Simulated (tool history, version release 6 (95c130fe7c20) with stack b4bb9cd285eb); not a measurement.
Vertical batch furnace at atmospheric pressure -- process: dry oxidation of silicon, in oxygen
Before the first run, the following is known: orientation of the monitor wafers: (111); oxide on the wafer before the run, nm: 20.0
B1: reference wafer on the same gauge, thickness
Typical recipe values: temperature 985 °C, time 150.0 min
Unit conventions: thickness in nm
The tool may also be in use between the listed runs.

Run 1, hour 0.0: usual settings; B1 114.96. Result: thickness 130.77 nm.
Run 2, hour 46.1: usual settings; B1 115.05. Result: thickness 130.93 nm.
Run 3, hour 54.4: usual settings but time 114.0 min; B1 114.95. Result: thickness 111.18 nm.
Run 4, hour 74.1: usual settings but time 114.0 min; B1 115.05. Result: thickness 111.32 nm.
Run 5, hour 96.5: usual settings; B1 115.06. Result: thickness 130.80 nm.
Run 6, hour 114.3: usual settings; B1 115.05. Result: thickness 130.83 nm.
Run 7, hour 122.8: usual settings; B1 115.02. Result: thickness 131.29 nm.
Run 8, hour 136.1: usual settings but temperature 968 °C, time 184.5 min; B1 115.03. Result: thickness 133.31 nm.
Run 9, hour 149.6: usual settings but temperature 968 °C, time 184.5 min; B1 114.99. Result: thickness 132.95 nm.
Run 10, hour 168.4: usual settings but temperature 966 °C, time 115.5 min; B1 115.00. Result: thickness 99.40 nm.
Run 11, hour 181.7: usual settings but temperature 966 °C; B1 115.12. Result: thickness 115.72 nm.
Run 12, hour 218.5: usual settings; B1 115.03. Result: thickness 130.89 nm.
Run 13, hour 223.8: usual settings; B1 114.95. Result: thickness 130.97 nm.
Run 14, hour 229.1: usual settings but time 173.0 min; B1 114.93. Result: thickness 142.53 nm.
Run 15, hour 234.4: usual settings but temperature 965 °C, time 77.0 min; B1 115.00. Result: thickness 78.05 nm.
Run 16, hour 274.8: usual settings but temperature 968 °C, time 201.5 min; B1 114.97. Result: thickness 140.08 nm.
Run 17, hour 280.1: usual settings but temperature 968 °C, time 189.5 min; B1 114.93. Result: thickness 134.90 nm.
Run 18, hour 293.3: usual settings but temperature 995 °C, time 131.0 min; B1 114.98. Result: thickness 128.60 nm.
Run 19, hour 305.4: usual settings but temperature 967 °C, time 104.5 min; B1 114.89. Result: thickness 94.27 nm.
Run 20, hour 316.5: usual settings but temperature 968 °C, time 201.5 min; B1 115.00. Result: thickness 140.09 nm.
Run 21, hour 333.7: usual settings but temperature 1005 °C, time 181.0 min; B1 115.07. Result: thickness 166.05 nm.
Run 22, hour 349.4: usual settings but temperature 972 °C, time 183.0 min; B1 114.98. Result: thickness 135.20 nm.
Run 23, hour 363.3: usual settings but temperature 996 °C, time 190.0 min; B1 114.96. Result: thickness 160.49 nm.

The log once held 3 entries between its listed runs, left out of this copy. Where does each go, and what is different about the tool's unlogged condition between the listed run before it and the listed run after it?
In the gap between runs 9 and 10: gauge calibrated (hour 156.5)
  nothing in the hidden state changes from one run to the other
In the gap between runs 11 and 12: thermocouples replaced and temperature profile calibrated (hour 218.0)
  nothing in the hidden state changes from one run to the other
In the gap between runs 15 and 16: boat lift adjusted (hour 274.3)
  nothing in the hidden state changes from one run to the other
